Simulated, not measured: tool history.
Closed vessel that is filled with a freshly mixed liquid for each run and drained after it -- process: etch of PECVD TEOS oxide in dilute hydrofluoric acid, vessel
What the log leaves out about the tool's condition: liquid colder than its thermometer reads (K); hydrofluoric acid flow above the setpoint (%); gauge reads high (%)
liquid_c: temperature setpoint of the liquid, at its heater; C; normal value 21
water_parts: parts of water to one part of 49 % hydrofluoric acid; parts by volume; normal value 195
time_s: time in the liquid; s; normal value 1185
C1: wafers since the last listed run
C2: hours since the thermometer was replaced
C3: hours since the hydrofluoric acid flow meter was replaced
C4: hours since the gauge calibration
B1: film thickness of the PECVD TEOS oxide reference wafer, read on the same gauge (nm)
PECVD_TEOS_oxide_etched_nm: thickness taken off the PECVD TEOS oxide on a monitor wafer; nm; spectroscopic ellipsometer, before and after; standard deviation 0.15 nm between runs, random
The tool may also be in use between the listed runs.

run 1 hour=0 | liquid_c=21 water_parts=195 time_s=1185 | C1=0 C2=2032.3 C3=2018.6 C4=68 | B1=139.96 | PECVD_TEOS_oxide_etched_nm=47.38
run 2 hour=29.9 | liquid_c=21 water_parts=195 time_s=1185 | C1=1799 C2=2062.2 C3=2048.5 C4=97.9 | B1=139.99 | PECVD_TEOS_oxide_etched_nm=48.04
run 3 hour=45.7 | liquid_c=21 water_parts=125 time_s=1185 | C1=950 C2=2078 C3=2064.3 C4=113.7 | B1=140 | PECVD_TEOS_oxide_etched_nm=80.11
run 4 hour=72.6 | liquid_c=21 water_parts=125 time_s=1185 | C1=1618 C2=2104.9 C3=2091.2 C4=140.6 | B1=140.04 | PECVD_TEOS_oxide_etched_nm=79.47
run 5 hour=86.8 | liquid_c=21 water_parts=125 time_s=1185 | C1=854 C2=2119.1 C3=2105.4 C4=154.8 | B1=140.01 | PECVD_TEOS_oxide_etched_nm=79.27
run 6 hour=114.7 | liquid_c=21 water_parts=195 time_s=1185 | C1=1679 C2=2147 C3=2133.3 C4=182.7 | B1=140.02 | PECVD_TEOS_oxide_etched_nm=47.87
run 7 hour=136.9 | liquid_c=21 water_parts=195 time_s=1185 | C1=1336 C2=2169.2 C3=2155.5 C4=204.9 | B1=140.06 | PECVD_TEOS_oxide_etched_nm=47.74
run 8 hour=171.2 | liquid_c=21 water_parts=195 time_s=1185 | C1=2064 C2=2203.5 C3=2189.8 C4=239.2 | B1=140.03 | PECVD_TEOS_oxide_etched_nm=48.04
run 9 hour=189.2 | liquid_c=21 water_parts=195 time_s=1185 | C1=1083 C2=2221.5 C3=2207.8 C4=257.2 | B1=140.03 | PECVD_TEOS_oxide_etched_nm=48.02
run 10 hour=201.3 | liquid_c=21 water_parts=195 time_s=1185 | C1=728 C2=2233.6 C3=2219.9 C4=269.3 | B1=140.01 | PECVD_TEOS_oxide_etched_nm=48.05
-- hour=204.6 hydrofluoric acid flow meter replaced
run 11 hour=220.2 | liquid_c=24 water_parts=195 time_s=1185 | C1=1077 C2=2252.5 C3=15.6 C4=288.2 | B1=140.02 | PECVD_TEOS_oxide_etched_nm=45.81
run 12 hour=242.2 | liquid_c=21 water_parts=125 time_s=1185 | C1=1323 C2=2274.5 C3=37.6 C4=310.2 | B1=139.98 | PECVD_TEOS_oxide_etched_nm=68.94
run 13 hour=259 | liquid_c=25 water_parts=220 time_s=1185 | C1=1011 C2=2291.3 C3=54.4 C4=327 | B1=139.99 | PECVD_TEOS_oxide_etched_nm=41.22
-- hour=261.8 thermometer replaced
-- hour=269.7 gauge calibrated
run 14 hour=272.5 | liquid_c=21 water_parts=195 time_s=1185 | C1=752 C2=10.7 C3=67.9 C4=2.8 | B1=140 | PECVD_TEOS_oxide_etched_nm=40.88
run 15 hour=309.3 | liquid_c=21 water_parts=195 time_s=1600 | C1=2214 C2=47.5 C3=104.7 C4=39.6 | B1=140 | PECVD_TEOS_oxide_etched_nm=55.33
run 16 hour=322.3 | liquid_c=19.5 water_parts=100 time_s=785 | C1=782 C2=60.5 C3=117.7 C4=52.6 | B1=140.02 | PECVD_TEOS_oxide_etched_nm=55.29
run 17 hour=356.3 | liquid_c=19 water_parts=135 time_s=1645 | C1=2046 C2=94.5 C3=151.7 C4=86.6 | B1=140 | PECVD_TEOS_oxide_etched_nm=80.69
run 18 hour=374.5 | liquid_c=25 water_parts=100 time_s=1815 | C1=1095 C2=112.7 C3=169.9 C4=104.8 | B1=140 | PECVD_TEOS_oxide_etched_nm=159.47
run 19 hour=405.9 | liquid_c=21 water_parts=260 time_s=560 | C1=1889 C2=144.1 C3=201.3 C4=136.2 | B1=139.98 | PECVD_TEOS_oxide_etched_nm=13.78
run 20 hour=495.1 | liquid_c=19 water_parts=195 time_s=690 | C1=5368 C2=233.3 C3=290.5 C4=225.4 | B1=139.99 | PECVD_TEOS_oxide_etched_nm=22.48
run 21 hour=522.8 | liquid_c=21 water_parts=195 time_s=1185 | C1=1667 C2=261 C3=318.2 C4=253.1 | B1=140.02 | PECVD_TEOS_oxide_etched_nm=41.86
run 22 hour=556.9 | liquid_c=21 water_parts=195 time_s=1185 | C1=2052 C2=295.1 C3=352.3 C4=287.2 | B1=139.96 | PECVD_TEOS_oxide_etched_nm=41.65

The same runs without the tool's hidden state, with the same run-to-run variation:
run=1 PECVD_TEOS_oxide_etched_nm=40.57
run=2 PECVD_TEOS_oxide_etched_nm=41.06
run=3 PECVD_TEOS_oxide_etched_nm=68.92
run=4 PECVD_TEOS_oxide_etched_nm=68.27
run=5 PECVD_TEOS_oxide_etched_nm=68.04
run=6 PECVD_TEOS_oxide_etched_nm=40.7
run=7 PECVD_TEOS_oxide_etched_nm=40.53
run=8 PECVD_TEOS_oxide_etched_nm=40.71
run=9 PECVD_TEOS_oxide_etched_nm=40.65
run=10 PECVD_TEOS_oxide_etched_nm=40.64
run=11 PECVD_TEOS_oxide_etched_nm=45.64
run=12 PECVD_TEOS_oxide_etched_nm=68.59
run=13 PECVD_TEOS_oxide_etched_nm=40.94
run=14 PECVD_TEOS_oxide_etched_nm=40.58
run=15 PECVD_TEOS_oxide_etched_nm=54.78
run=16 PECVD_TEOS_oxide_etched_nm=54.73
run=17 PECVD_TEOS_oxide_etched_nm=79.68
run=18 PECVD_TEOS_oxide_etched_nm=157.3
run=19 PECVD_TEOS_oxide_etched_nm=13.55
run=20 PECVD_TEOS_oxide_etched_nm=21.98
run=21 PECVD_TEOS_oxide_etched_nm=40.83
run=22 PECVD_TEOS_oxide_etched_nm=40.54

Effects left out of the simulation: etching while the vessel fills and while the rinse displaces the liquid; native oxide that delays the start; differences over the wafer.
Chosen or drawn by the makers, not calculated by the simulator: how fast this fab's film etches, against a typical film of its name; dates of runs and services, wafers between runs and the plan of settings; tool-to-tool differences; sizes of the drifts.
